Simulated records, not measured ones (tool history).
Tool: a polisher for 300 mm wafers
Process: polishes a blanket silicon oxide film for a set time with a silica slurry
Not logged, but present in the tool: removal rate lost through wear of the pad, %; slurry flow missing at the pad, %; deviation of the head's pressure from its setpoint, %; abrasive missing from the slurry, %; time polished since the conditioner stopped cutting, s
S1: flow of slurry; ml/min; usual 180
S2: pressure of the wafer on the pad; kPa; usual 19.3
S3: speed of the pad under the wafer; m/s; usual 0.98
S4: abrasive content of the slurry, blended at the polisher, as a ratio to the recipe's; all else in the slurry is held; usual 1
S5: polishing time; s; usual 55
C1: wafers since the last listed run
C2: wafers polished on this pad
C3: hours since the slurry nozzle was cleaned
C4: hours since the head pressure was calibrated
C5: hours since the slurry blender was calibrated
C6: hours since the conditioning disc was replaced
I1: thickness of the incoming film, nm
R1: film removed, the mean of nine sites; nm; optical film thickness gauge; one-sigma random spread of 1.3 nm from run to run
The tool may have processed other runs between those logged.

Run 1, hour 0: usual settings but S4 0.8, S5 70 s; C1 0; C2 551; C3 207.4; C4 38.6; C5 150.3; C6 8.5; I1 1130.7. Result: R1 141.1 nm.
Run 2, hour 30.9: usual settings but S1 145 ml/min, S3 0.72 m/s; C1 326; C2 878; C3 238.3; C4 69.5; C5 181.2; C6 39.4; I1 1121.7. Result: R1 92 nm.
Run 3, hour 59.7: usual settings but S1 145 ml/min, S3 0.72 m/s; C1 304; C2 1182; C3 267.1; C4 98.3; C5 210; C6 68.2; I1 1125.7. Result: R1 91.1 nm.
At hour 93.9: slurry blender recalibrated.
Run 4, hour 95: usual settings but S1 145 ml/min, S3 0.72 m/s; C1 352; C2 1534; C3 302.4; C4 133.6; C5 1.1; C6 103.5; I1 1125.8. Result: R1 92.1 nm.
Run 5, hour 129.9: usual settings but S1 145 ml/min, S2 16.5 kPa; C1 369; C2 1904; C3 337.3; C4 168.5; C5 36; C6 138.4; I1 1133.8. Result: R1 105.8 nm.
Run 6, hour 164: usual settings but S1 145 ml/min, S2 16.5 kPa; C1 360; C2 2264; C3 371.4; C4 202.6; C5 70.1; C6 172.5; I1 1129.4. Result: R1 105.2 nm.
At hour 177.2: worn pad replaced by a new one.
Run 7, hour 193.7: usual settings but S1 230 ml/min, S3 0.82 m/s, S5 72 s; C1 271; C2 174; C3 401.1; C4 232.3; C5 99.8; C6 202.2; I1 1106.9. Result: R1 143.4 nm.
Run 8, hour 209.7: usual settings but S2 21.4 kPa; C1 169; C2 343; C3 417.1; C4 248.3; C5 115.8; C6 218.2; I1 1130.8. Result: R1 128.7 nm.
At hour 219: conditioning disc replaced and pad reconditioned.
Run 9, hour 227.3: usual settings but S1 230 ml/min, S3 0.82 m/s, S5 72 s; C1 165; C2 508; C3 434.7; C4 265.9; C5 133.4; C6 8.3; I1 1127.2. Result: R1 140 nm.
Run 10, hour 251.9: usual settings but S2 23.4 kPa; C1 260; C2 768; C3 459.3; C4 290.5; C5 158; C6 32.9; I1 1134.4. Result: R1 139.4 nm.
Run 11, hour 283: usual settings but S1 120 ml/min, S2 21.4 kPa, S5 38 s; C1 328; C2 1097; C3 490.4; C4 321.6; C5 189.1; C6 64; I1 1117.9. Result: R1 78.4 nm.
Run 12, hour 312.1: usual settings; C1 307; C2 1405; C3 519.5; C4 350.7; C5 218.2; C6 93.1; I1 1113.3. Result: R1 117.2 nm.
Run 13, hour 324.6: usual settings; C1 132; C2 1537; C3 532; C4 363.2; C5 230.7; C6 105.6; I1 1132.6. Result: R1 116 nm.
At hour 343.9: slurry blender recalibrated.
At hour 370.9: slurry nozzle cleaned.
At hour 406.8: worn pad replaced by a new one.
Run 14, hour 414.2: usual settings but S1 145 ml/min; C1 873; C2 78; C3 43.3; C4 452.8; C5 70.3; C6 195.2; I1 1122.5. Result: R1 121 nm.
Run 15, hour 434.8: usual settings but S2 15.2 kPa, S5 65 s; C1 217; C2 296; C3 63.9; C4 473.4; C5 90.9; C6 215.8; I1 1098.5. Result: R1 127.7 nm.

Run 16 is up next; what results do you expect?
Run 16, hour 447.6: usual settings; C1 135; C2 431; C3 76.7; C4 486.2; C5 103.7; C6 228.6; I1 1119. Result: R1 ?.

{"run 16": {"R1": 125.1}}
With no hidden state in the tool, this same run would have given R1 126.1 nm.
